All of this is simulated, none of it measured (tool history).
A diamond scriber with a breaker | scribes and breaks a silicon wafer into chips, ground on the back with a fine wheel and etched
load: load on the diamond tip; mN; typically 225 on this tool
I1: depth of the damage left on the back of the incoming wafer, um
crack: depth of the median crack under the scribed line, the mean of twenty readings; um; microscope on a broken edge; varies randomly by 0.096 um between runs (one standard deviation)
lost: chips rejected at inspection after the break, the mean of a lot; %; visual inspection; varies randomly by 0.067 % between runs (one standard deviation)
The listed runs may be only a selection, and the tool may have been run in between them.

run 1 hour=0 | load=225 | I1=0.6 | crack=7.91 lost=2.55
run 2 hour=11.8 | load=225 | I1=0.44 | crack=7.94 lost=2.41
run 3 hour=24.6 | load=225 | I1=0.4 | crack=8.03 lost=2.43
run 4 hour=41.9 | load=225 | I1=0.64 | crack=7.88 lost=2.72
run 5 hour=59.4 | load=248 | I1=0.51 | crack=8.58 lost=6.42
run 6 hour=101.9 | load=248 | I1=0.59 | crack=8.82 lost=7.54
run 7 hour=114.1 | load=242 | I1=0.41 | crack=8.78 lost=6.16
-- hour=118.6 load on the tip recalibrated
run 8 hour=121.9 | load=242 | I1=0.57 | crack=7.83 lost=2.17
run 9 hour=133.1 | load=225 | I1=0.76 | crack=7.45 lost=1.47
-- hour=137 diamond tip replaced by a new one, of another model than before
run 10 hour=151.1 | load=225 | I1=0.69 | crack=7.56 lost=1.54
run 11 hour=159.4 | load=225 | I1=0.3 | crack=7.39 lost=1.33
run 12 hour=177.1 | load=173 | I1=0.31 | crack=5.43 lost=21.89
run 13 hour=194.6 | load=225 | I1=0.34 | crack=7.32 lost=1.35
run 14 hour=205.2 | load=201 | I1=0.62 | crack=6.6 lost=5.28
run 15 hour=213.6 | load=188 | I1=0.78 | crack=6.08 lost=13.1
run 16 hour=220 | load=225 | I1=0.58 | crack=7.42 lost=1.51
run 17 hour=227.3 | load=250 | I1=0.79 | crack=8.02 lost=4.31
run 18 hour=238.3 | load=174 | I1=0.74 | crack=5.54 lost=22.69
run 19 hour=246.9 | load=206 | I1=0.4 | crack=6.91 lost=3.91
run 20 hour=261.7 | load=192 | I1=0.32 | crack=6.28 lost=9.73
run 21 hour=288.5 | load=245 | I1=0.67 | crack=8.15 lost=3.39

What does the tool deliver on the next run?
run 22 hour=303.1 | load=225 | I1=0.54 | crack=? lost=?

crack: 7.41 um
lost: 1.52 %
On a tool with no hidden condition, and with the same random variation, this run would have come out at crack 7.38 um, lost 1.51 %.
